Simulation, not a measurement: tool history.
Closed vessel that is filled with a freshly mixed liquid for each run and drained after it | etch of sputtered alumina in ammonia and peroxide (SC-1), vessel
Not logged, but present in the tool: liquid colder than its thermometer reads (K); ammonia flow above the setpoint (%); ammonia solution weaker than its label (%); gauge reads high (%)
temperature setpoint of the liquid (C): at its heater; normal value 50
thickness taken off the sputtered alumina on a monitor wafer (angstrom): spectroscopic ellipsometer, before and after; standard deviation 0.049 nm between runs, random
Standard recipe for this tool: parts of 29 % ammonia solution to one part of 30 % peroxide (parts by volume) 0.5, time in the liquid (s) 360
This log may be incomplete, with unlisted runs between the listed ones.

run	hour	temperature setpoint of the liquid (C)	parts of 29 % ammonia solution to one part of 30 % peroxide (parts by volume)	time in the liquid (s)	wafers since the last listed run	hours since the thermometer was replaced	hours since the ammonia flow meter was replaced	hours since the drum of ammonia solution was connected	hours since the gauge calibration	read-back film thickness of the sputtered alumina reference wafer, read on the same gauge (nm)	thickness taken off the sputtered alumina on a monitor wafer (angstrom)
1	0	50	0.4	490	0	269.6	1703.7	314.4	98.4	109.98	320.2
2	18.9	50	0.5	360	1289	288.5	1722.6	333.3	117.3	109.98	240.7
3	53.7	50	0.5	360	2373	323.3	1757.4	368.1	152.1	109.97	239.7
4	72.3	50	0.5	360	1268	341.9	1776	386.7	170.7	110.03	240.3
5	90.1	50	0.5	360	1214	359.7	1793.8	404.5	188.5	109.99	240
6	117.5	50	0.5	360	1869	387.1	1821.2	431.9	215.9	110.02	239.4
7	130.2	46	0.5	295	866	399.8	1833.9	444.6	228.6	110.02	156.9
8	145	46	0.5	295	1009	414.6	1848.7	459.4	243.4	110.04	156.3
9	169.1	50	0.5	360	1643	438.7	1872.8	483.5	267.5	110.03	238.9
10	202.3	50	0.5	420	2264	471.9	1906	516.7	300.7	110.04	277.8
11	221	52	0.6	360	1275	490.6	1924.7	535.4	319.4	110.01	270.1
12	251.3	52	0.6	360	2066	520.9	1955	565.7	349.7	109.99	269.6
# hour 254.8: gauge calibrated
13	270.2	46	0.5	295	1289	539.8	1973.9	584.6	15.4	110.01	155.3
14	304.6	52	0.6	360	2346	574.2	2008.3	619	49.8	110.03	268.5
15	322.9	57	0.5	360	1248	592.5	2026.6	637.3	68.1	110	343.6
# hour 345.5: new drum of ammonia solution connected
16	356.4	56	0.3	360	2217	626	2060.1	10.9	101.6	109.99	315.9
# hour 367.5: thermometer replaced
17	387.6	50	0.5	360	2060	20.1	2091.3	42.1	132.8	110.02	245.6
18	407.8	45.5	0.4	455	1377	40.3	2111.5	62.3	153	110.01	235.3
# hour 413.6: ammonia flow meter replaced
19	426.4	56.5	0.6	195	1200	58.9	12.8	80.9	171.6	109.98	191.6
20	446.6	52	0.6	360	1377	79.1	33	101.1	191.8	110	276.4
21	476	50	0.5	535	2005	108.5	62.4	130.5	221.2	110.03	360.7
22	494.2	50	0.5	265	1241	126.7	80.6	148.7	239.4	110.03	178.4
23	512.6	50	0.6	255	1255	145.1	99	167.1	257.8	110.01	175.5
24	536.1	44	0.5	360	1603	168.6	122.5	190.6	281.3	109.98	173.9

Per-run results on a tool with no hidden state, each run keeping its own random variation:
run	thickness taken off the sputtered alumina on a monitor wafer (angstrom)
1	326.9
2	245.9
3	245.4
4	246.1
5	246.1
6	245.9
7	161.4
8	160.9
9	246.1
10	286.7
11	278.9
12	278.9
13	160.9
14	278.5
15	356.6
16	324.3
17	246.3
18	236.3
19	192.5
20	277.9
21	363.4
22	180
23	177.3
24	175.9

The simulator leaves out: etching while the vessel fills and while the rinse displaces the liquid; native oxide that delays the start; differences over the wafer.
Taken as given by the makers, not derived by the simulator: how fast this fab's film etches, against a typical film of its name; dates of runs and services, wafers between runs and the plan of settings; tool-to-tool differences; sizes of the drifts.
